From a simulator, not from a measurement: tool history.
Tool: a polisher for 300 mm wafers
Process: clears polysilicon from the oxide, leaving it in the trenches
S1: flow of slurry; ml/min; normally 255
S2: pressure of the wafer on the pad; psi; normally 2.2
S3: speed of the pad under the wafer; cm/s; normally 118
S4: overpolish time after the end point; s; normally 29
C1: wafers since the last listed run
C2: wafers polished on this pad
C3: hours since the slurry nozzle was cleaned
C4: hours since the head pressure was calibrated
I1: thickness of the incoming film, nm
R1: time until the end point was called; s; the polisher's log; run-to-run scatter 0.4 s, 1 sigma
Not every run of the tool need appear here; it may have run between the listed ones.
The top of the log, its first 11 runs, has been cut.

run   hour   S1   S2   S3  S4   C1   C2     C3     C4     I1    R1
 12  143.8  255  2.2   86  29   70  411  848.6   34.2  519.5  43.5
 13  159.7  255  2.2  118  29   95  506  864.5   50.1  530.6  37.0
     167.3  -- slurry nozzle cleaned
     174.8  -- worn pad replaced by a new one
 14  175.3  255  3.0   90  29   63    3    8.0   65.7  518.3  30.6
 15  187.2  255  2.2  102  29   71   74   19.9   77.6  514.9  37.2
 16  194.4  255  2.2  118  29   43  117   27.1   84.8  522.7  35.0
 17  201.5  255  2.2  118  29   42  160   34.2   91.9  516.7  34.5
 18  208.9  255  2.2  118  29   44  204   41.6   99.3  518.2  33.9
 19  215.1  205  2.2  118  29   37  242   47.8  105.5  516.8  35.3
 20  221.8  255  1.6  118  29   40  282   54.5  112.2  508.9  43.9
 21  228.1  255  2.2  118  18   37  320   60.8  118.5  525.0  35.2
 22  238.1  285  2.2  118  43   60  380   70.8  128.5  518.9  33.9
 23  248.5  255  2.2  148  44   62  442   81.2  138.9  526.8  30.0
 24  257.8  295  2.2  118  29   55  498   90.5  148.2  526.3  34.6
 25  273.6  255  2.2  118  29   94  593  106.3  164.0  523.1  35.1
     291.4  -- worn pad replaced by a new one
 26  295.8  190  2.2  118  16  109   26  128.5  186.2  523.3  37.4
 27  306.9  305  2.2  118  29   66   93  139.6  197.3  521.1  34.2
 28  315.2  210  1.6   86  16   49  143  147.9  205.6  523.2  59.9
 29  328.4  255  2.2  118  29   79  222  161.1  218.8  515.2  35.1
 30  340.6  255  3.0  118  29   73  295  173.3  231.0  514.7  26.9
 31  350.5  230  2.2  118  29   59  354  183.2  240.9  522.3  36.6
 32  362.9  255  2.2  118  29   74  429  195.6  253.3  515.8  34.9
 33  373.9  180  2.8  144  18   66  495  206.6  264.3  515.0  26.1
     386.4  -- worn pad replaced by a new one
 34  389.8  255  2.2  118  29   71   20  222.5  280.2  524.1  36.4
 35  396.3  255  2.2  118  29   39   59  229.0  286.7  517.1  36.0
 36  405.8  255  2.2  118  29   57  116  238.5  296.2  519.6  36.5

3 ways to go on from here, each from the tool as it stands after run 36. What would each give?
  A  406.2  340  2.2  118  29   2  119  238.9  296.6  508.4   ?
  B  406.2  255  2.5   92  29   2  119  238.9  296.6  508.4   ?
  C  406.2  255  2.2  118  36   2  119  238.9  296.6  508.4   ?

run    R1
  A  34.4
  B  37.6
  C  35.6
Take away the tool's hidden state, keep each run's random variation, and the runs would have read:
run    R1
  A  31.0
  B  33.7
  C  31.9
